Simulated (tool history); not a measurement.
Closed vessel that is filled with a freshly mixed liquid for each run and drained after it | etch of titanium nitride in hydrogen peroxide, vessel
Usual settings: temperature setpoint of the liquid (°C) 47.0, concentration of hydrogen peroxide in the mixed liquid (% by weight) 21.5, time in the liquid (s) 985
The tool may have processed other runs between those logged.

run,hour,temperature setpoint of the liquid (°C),concentration of hydrogen peroxide in the mixed liquid (% by weight),time in the liquid (s),"read-back film thickness of the titanium nitride reference wafer, read on the same gauge (nm)",thickness taken off the titanium nitride on a monitor wafer (nm)
1,0.0,47.0,21.5,985,89.99,20.16
# hour 72.5: new drum of peroxide connected
# hour 106.2: gauge calibrated
2,106.9,47.0,21.5,985,90.02,20.14
3,165.0,47.0,21.5,985,89.98,20.12
4,215.1,47.0,21.5,985,89.99,20.17
5,317.4,39.5,21.5,1220,90.02,14.19
6,365.9,39.5,21.5,1220,90.01,14.23
7,462.4,47.0,21.5,985,89.97,20.12
8,529.0,47.0,26.5,985,89.98,21.05
9,694.7,47.0,26.5,985,89.99,21.19
10,764.9,47.0,26.5,985,89.97,21.27
# hour 817.3: peroxide flow meter replaced
11,858.0,47.0,21.5,985,89.96,19.84
# hour 913.2: new drum of peroxide connected
12,914.0,51.5,24.5,985,90.01,28.11
13,979.5,47.0,21.5,985,90.01,19.73
14,1074.3,47.0,21.5,985,90.02,19.80
15,1110.5,56.5,28.0,730,90.03,30.44
16,1161.8,47.0,21.5,985,90.00,19.73
17,1253.5,50.0,27.0,725,89.97,19.30
18,1344.1,54.0,18.0,630,90.00,20.35
# hour 1410.9: gauge calibrated
19,1447.3,41.0,21.5,725,90.01,9.32
20,1549.2,47.0,21.5,985,89.99,20.04
# hour 1568.4: thermometer replaced
21,1604.4,40.0,21.5,570,90.01,6.85
# hour 1639.3: new drum of peroxide connected
22,1677.8,55.0,21.5,985,90.00,35.31
23,1760.3,56.5,19.0,1315,90.00,50.67
24,1867.4,50.0,18.5,540,90.02,13.17
25,1916.4,56.0,21.5,985,90.00,38.31
26,2008.3,39.5,21.5,1220,89.96,14.11

3 ways to go on from here, each from the tool as it stands after run 26. What would each give?
A,2009.2,47.0,21.5,985,?,?
B,2009.2,47.0,21.5,830,?,?
C,2009.2,52.5,25.5,1295,?,?

run,"read-back film thickness of the titanium nitride reference wafer, read on the same gauge (nm)",thickness taken off the titanium nitride on a monitor wafer (nm)
A,90.01,20.01
B,90.01,16.86
C,90.01,40.64
Stripped of hidden state, with their random variation kept, the same runs would have yielded:
run,thickness taken off the titanium nitride on a monitor wafer (nm)
A,19.73
B,16.63
C,40.07
